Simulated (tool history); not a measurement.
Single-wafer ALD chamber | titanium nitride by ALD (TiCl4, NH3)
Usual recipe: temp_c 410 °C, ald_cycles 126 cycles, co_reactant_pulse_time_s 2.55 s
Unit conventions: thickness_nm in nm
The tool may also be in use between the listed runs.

run   hour  temp_c  ald_cycles  co_reactant_pulse_time_s  read-back reference wafer on the same gauge, thickness_nm  thickness_nm
  1      0     410         126                      2.55                                                      3.097          2.78
  2   10.1     410         126                      2.55                                                      3.097         2.758
  3   26.8     422         126                      2.55                                                      3.097         2.767
  4   36.3     422         126                      2.55                                                      3.101         2.768
  5   52.3     399         126                      2.55                                                      3.098         2.765
      62.7  -- showerhead replaced
  6   63.2     399         126                      2.55                                                      3.101         2.766
      71.7  -- gauge calibrated
  7   77.8     399         126                      2.55                                                      3.097         2.769
  8   84.3     400         149                      3.41                                                      3.101         3.298
  9   94.9     395         114                      2.12                                                      3.098          2.47
     109.1  -- thermocouple changed; heater temperature recalibrated
 10  110.7     410         136                      3.13                                                        3.1         3.005
 11  122.7     410         138                       1.7                                                      3.099         2.989
 12    129     410         126                      2.94                                                      3.099          2.78
 13  137.6     410         114                      2.15                                                      3.099         2.495
 14  144.5     410         126                      2.55                                                      3.101         2.755
 15  151.5     410         126                      2.55                                                      3.103         2.769

Forecast each of these 3 alternatives for the next run:
  A  152.2     410         150                      2.55                                                          ?             ?
  B  152.2     424         120                      3.08                                                          ?             ?
  C  152.2     416         104                      2.55                                                          ?             ?

run  read-back reference wafer on the same gauge, thickness_nm  thickness_nm
  A                                                      3.101          3.28
  B                                                      3.101         2.642
  C                                                      3.101         2.277
Take away the tool's hidden state, keep each run's random variation, and the runs would have read:
run  thickness_nm
  A          3.28
  B         2.642
  C         2.277

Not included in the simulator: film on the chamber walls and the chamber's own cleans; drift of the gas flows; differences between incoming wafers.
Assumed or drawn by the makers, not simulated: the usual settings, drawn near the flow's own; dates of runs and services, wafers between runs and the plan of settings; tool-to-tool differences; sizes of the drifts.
